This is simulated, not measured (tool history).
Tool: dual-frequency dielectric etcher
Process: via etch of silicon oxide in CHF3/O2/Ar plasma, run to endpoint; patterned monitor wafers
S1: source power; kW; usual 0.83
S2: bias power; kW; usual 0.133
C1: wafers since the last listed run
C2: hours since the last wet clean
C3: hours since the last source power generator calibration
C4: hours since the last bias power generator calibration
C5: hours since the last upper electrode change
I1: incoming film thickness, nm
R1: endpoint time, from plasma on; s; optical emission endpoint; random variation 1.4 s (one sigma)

run 1 hour=0 | S1=0.83 S2=0.133 | C1=0 C2=560.2 C3=894.4 C4=1140.3 C5=3745.7 | I1=604.2 | R1=319.9
-- hour=35.3 wet clean of the chamber
run 2 hour=178.6 | S1=0.83 S2=0.133 | C1=946 C2=143.3 C3=1073 C4=1318.9 C5=3924.3 | I1=607.6 | R1=321.9
run 3 hour=272.9 | S1=0.83 S2=0.133 | C1=577 C2=237.6 C3=1167.3 C4=1413.2 C5=4018.6 | I1=603.9 | R1=321.7
run 4 hour=336.8 | S1=0.83 S2=0.133 | C1=391 C2=301.5 C3=1231.2 C4=1477.1 C5=4082.5 | I1=601.7 | R1=318.8
run 5 hour=400.4 | S1=0.83 S2=0.133 | C1=389 C2=365.1 C3=1294.8 C4=1540.7 C5=4146.1 | I1=607.1 | R1=322.5
run 6 hour=473.8 | S1=0.83 S2=0.133 | C1=449 C2=438.5 C3=1368.2 C4=1614.1 C5=4219.5 | I1=610.3 | R1=324
run 7 hour=559.7 | S1=0.83 S2=0.133 | C1=526 C2=524.4 C3=1454.1 C4=1700 C5=4305.4 | I1=604.4 | R1=321.2
-- hour=586.6 wet clean of the chamber
run 8 hour=657.4 | S1=0.76 S2=0.133 | C1=451 C2=70.8 C3=1551.8 C4=1797.7 C5=4403.1 | I1=606.2 | R1=333
run 9 hour=716.1 | S1=0.76 S2=0.133 | C1=359 C2=129.5 C3=1610.5 C4=1856.4 C5=4461.8 | I1=613 | R1=338.7
run 10 hour=779.6 | S1=0.76 S2=0.133 | C1=388 C2=193 C3=1674 C4=1919.9 C5=4525.3 | I1=604 | R1=332
run 11 hour=848.7 | S1=0.98 S2=0.153 | C1=423 C2=262.1 C3=1743.1 C4=1989 C5=4594.4 | I1=601 | R1=285
run 12 hour=924.4 | S1=0.83 S2=0.133 | C1=463 C2=337.8 C3=1818.8 C4=2064.7 C5=4670.1 | I1=600.9 | R1=318
run 13 hour=1007.5 | S1=0.83 S2=0.133 | C1=508 C2=420.9 C3=1901.9 C4=2147.8 C5=4753.2 | I1=608.6 | R1=320.6
-- hour=1018.8 bias power generator calibrated
-- hour=1063.3 upper electrode replaced
run 14 hour=1096.5 | S1=0.83 S2=0.133 | C1=373 C2=509.9 C3=1990.9 C4=77.7 C5=33.2 | I1=606.3 | R1=315.1
run 15 hour=1181.2 | S1=0.72 S2=0.151 | C1=518 C2=594.6 C3=2075.6 C4=162.4 C5=117.9 | I1=607.8 | R1=325.3
-- hour=1248.9 wet clean of the chamber
run 16 hour=1249.4 | S1=0.72 S2=0.151 | C1=270 C2=0.5 C3=2143.8 C4=230.6 C5=186.1 | I1=609.4 | R1=327
run 17 hour=1267.7 | S1=0.83 S2=0.133 | C1=112 C2=18.8 C3=2162.1 C4=248.9 C5=204.4 | I1=607.6 | R1=315.7
run 18 hour=1321.5 | S1=0.75 S2=0.143 | C1=329 C2=72.6 C3=2215.9 C4=302.7 C5=258.2 | I1=603.1 | R1=320
-- hour=1357.7 source power generator calibrated
run 19 hour=1391.6 | S1=0.83 S2=0.133 | C1=404 C2=142.7 C3=33.9 C4=372.8 C5=328.3 | I1=609.5 | R1=321.5
run 20 hour=1484.1 | S1=0.66 S2=0.141 | C1=566 C2=235.2 C3=126.4 C4=465.3 C5=420.8 | I1=607.6 | R1=347.3
run 21 hour=1727.8 | S1=0.76 S2=0.164 | C1=1492 C2=478.9 C3=370.1 C4=709 C5=664.5 | I1=604.1 | R1=312.6
run 22 hour=1818.9 | S1=0.88 S2=0.145 | C1=557 C2=570 C3=461.2 C4=800.1 C5=755.6 | I1=605.8 | R1=304.6
run 23 hour=1874.8 | S1=0.83 S2=0.111 | C1=342 C2=625.9 C3=517.1 C4=856 C5=811.5 | I1=613.4 | R1=342.3
-- hour=1937.1 wet clean of the chamber
run 24 hour=1942.4 | S1=0.72 S2=0.133 | C1=266 C2=5.3 C3=584.7 C4=923.6 C5=879.1 | I1=607.2 | R1=342.5
run 25 hour=2005.6 | S1=0.71 S2=0.114 | C1=387 C2=68.5 C3=647.9 C4=986.8 C5=942.3 | I1=608 | R1=361
run 26 hour=2095.7 | S1=0.98 S2=0.142 | C1=551 C2=158.6 C3=738 C4=1076.9 C5=1032.4 | I1=610.7 | R1=296
run 27 hour=2179.8 | S1=1.01 S2=0.133 | C1=515 C2=242.7 C3=822.1 C4=1161 C5=1116.5 | I1=603.1 | R1=292.8
run 28 hour=2280.8 | S1=0.7 S2=0.154 | C1=618 C2=343.7 C3=923.1 C4=1262 C5=1217.5 | I1=608.5 | R1=334.4
run 29 hour=2344.7 | S1=0.83 S2=0.133 | C1=391 C2=407.6 C3=987 C4=1325.9 C5=1281.4 | I1=610.1 | R1=322.1
run 30 hour=2428.3 | S1=0.69 S2=0.133 | C1=511 C2=491.2 C3=1070.6 C4=1409.5 C5=1365 | I1=610.4 | R1=353
-- hour=2501.2 wet clean of the chamber
run 31 hour=2501.7 | S1=0.91 S2=0.146 | C1=302 C2=0.5 C3=1144 C4=1482.9 C5=1438.4 | I1=606 | R1=300.6
run 32 hour=2608.6 | S1=0.83 S2=0.133 | C1=654 C2=107.4 C3=1250.9 C4=1589.8 C5=1545.3 | I1=603.4 | R1=318.2
run 33 hour=2662.1 | S1=0.7 S2=0.111 | C1=327 C2=160.9 C3=1304.4 C4=1643.3 C5=1598.8 | I1=607 | R1=366.4
run 34 hour=2711.2 | S1=0.71 S2=0.114 | C1=300 C2=210 C3=1353.5 C4=1692.4 C5=1647.9 | I1=607.1 | R1=360.3
run 35 hour=2786.2 | S1=0.92 S2=0.155 | C1=459 C2=285 C3=1428.5 C4=1767.4 C5=1722.9 | I1=609.8 | R1=295.6

4 ways to go on from here, each from the tool as it stands after run 35. What would each give?
run A hour=2786.7 | S1=0.83 S2=0.133 | C1=3 C2=285.5 C3=1429 C4=1767.9 C5=1723.4 | I1=605.6 | R1=?
run B hour=2786.7 | S1=0.76 S2=0.117 | C1=3 C2=285.5 C3=1429 C4=1767.9 C5=1723.4 | I1=605.6 | R1=?
run C hour=2786.7 | S1=0.89 S2=0.105 | C1=3 C2=285.5 C3=1429 C4=1767.9 C5=1723.4 | I1=605.6 | R1=?
run D hour=2786.7 | S1=0.93 S2=0.122 | C1=3 C2=285.5 C3=1429 C4=1767.9 C5=1723.4 | I1=605.6 | R1=?

run=A R1=322.7
run=B R1=347.7
run=C R1=332.8
run=D R1=313.9
Without the tool's hidden state the same runs would have given:
run=A R1=320.1
run=B R1=345
run=C R1=330.4
run=D R1=311.5
